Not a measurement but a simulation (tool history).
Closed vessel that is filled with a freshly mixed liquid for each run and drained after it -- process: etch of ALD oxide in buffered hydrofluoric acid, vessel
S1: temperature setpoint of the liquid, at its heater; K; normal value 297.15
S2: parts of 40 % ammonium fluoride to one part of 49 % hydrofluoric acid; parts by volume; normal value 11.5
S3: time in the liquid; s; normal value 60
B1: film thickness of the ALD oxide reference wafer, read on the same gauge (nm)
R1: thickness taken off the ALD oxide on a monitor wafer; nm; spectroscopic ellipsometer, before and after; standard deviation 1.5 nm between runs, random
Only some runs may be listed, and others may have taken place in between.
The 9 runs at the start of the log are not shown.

run 10 hour=556.9 | S1=297.15 S2=11.5 S3=45 | B1=100.04 | R1=161.52
-- hour=560.5 hydrofluoric acid flow meter replaced
run 11 hour=590.7 | S1=295.65 S2=12.5 S3=60 | B1=100.01 | R1=195.74
run 12 hour=648.5 | S1=295.65 S2=12.5 S3=60 | B1=100.00 | R1=193.94
run 13 hour=703.9 | S1=295.65 S2=12.5 S3=60 | B1=100.02 | R1=193.68
-- hour=714.2 thermometer replaced
run 14 hour=746.5 | S1=299.15 S2=7.5 S3=75 | B1=99.99 | R1=472.64
-- hour=798.6 gauge calibrated
run 15 hour=800.2 | S1=294.65 S2=11.5 S3=30 | B1=100.02 | R1=99.23
run 16 hour=828.1 | S1=300.15 S2=9.5 S3=30 | B1=99.97 | R1=159.34
run 17 hour=897.3 | S1=297.15 S2=9.0 S3=60 | B1=100.02 | R1=276.71
run 18 hour=961.0 | S1=297.15 S2=11.5 S3=60 | B1=100.01 | R1=224.20
run 19 hour=1017.6 | S1=295.15 S2=11.5 S3=85 | B1=100.01 | R1=283.87
run 20 hour=1088.2 | S1=297.15 S2=11.5 S3=85 | B1=100.05 | R1=316.73
run 21 hour=1120.3 | S1=297.15 S2=9.5 S3=60 | B1=100.00 | R1=268.13
run 22 hour=1154.8 | S1=295.65 S2=12.5 S3=60 | B1=100.00 | R1=190.32
run 23 hour=1316.3 | S1=301.65 S2=13.5 S3=45 | B1=100.01 | R1=181.37
run 24 hour=1404.7 | S1=297.15 S2=11.5 S3=60 | B1=100.02 | R1=223.34
run 25 hour=1431.2 | S1=295.15 S2=15.5 S3=60 | B1=99.98 | R1=147.80
run 26 hour=1484.0 | S1=292.65 S2=11.5 S3=90 | B1=99.99 | R1=260.51
run 27 hour=1618.8 | S1=301.65 S2=13.5 S3=45 | B1=100.02 | R1=181.91
run 28 hour=1649.7 | S1=299.65 S2=11.5 S3=60 | B1=100.04 | R1=255.64
run 29 hour=1690.5 | S1=292.15 S2=11.5 S3=60 | B1=100.00 | R1=167.50
run 30 hour=1735.4 | S1=293.65 S2=13.0 S3=60 | B1=100.00 | R1=159.55
run 31 hour=1787.9 | S1=297.15 S2=11.5 S3=90 | B1=99.99 | R1=329.23
run 32 hour=1824.2 | S1=295.65 S2=11.5 S3=70 | B1=100.03 | R1=237.27
run 33 hour=1867.8 | S1=297.15 S2=11.5 S3=60 | B1=99.98 | R1=221.24

Here are 5 independent what-if runs from the current tool condition. What would each one return?
run A hour=1868.5 | S1=297.15 S2=11.5 S3=60 | B1=? | R1=?
run B hour=1868.5 | S1=301.65 S2=11.5 S3=60 | B1=? | R1=?
run C hour=1868.5 | S1=297.15 S2=13.5 S3=60 | B1=? | R1=?
run D hour=1868.5 | S1=292.65 S2=11.5 S3=85 | B1=? | R1=?
run E hour=1868.5 | S1=293.15 S2=10.0 S3=85 | B1=? | R1=?

run=A B1=99.98 R1=219.24
run=B B1=99.98 R1=279.26
run=C B1=99.98 R1=187.39
run=D B1=99.98 R1=242.09
run=E B1=99.98 R1=285.36
What these runs would have given with no unlogged condition in the tool:
run=A R1=227.15
run=B R1=289.32
run=C R1=194.18
run=D R1=250.83
run=E R1=295.63
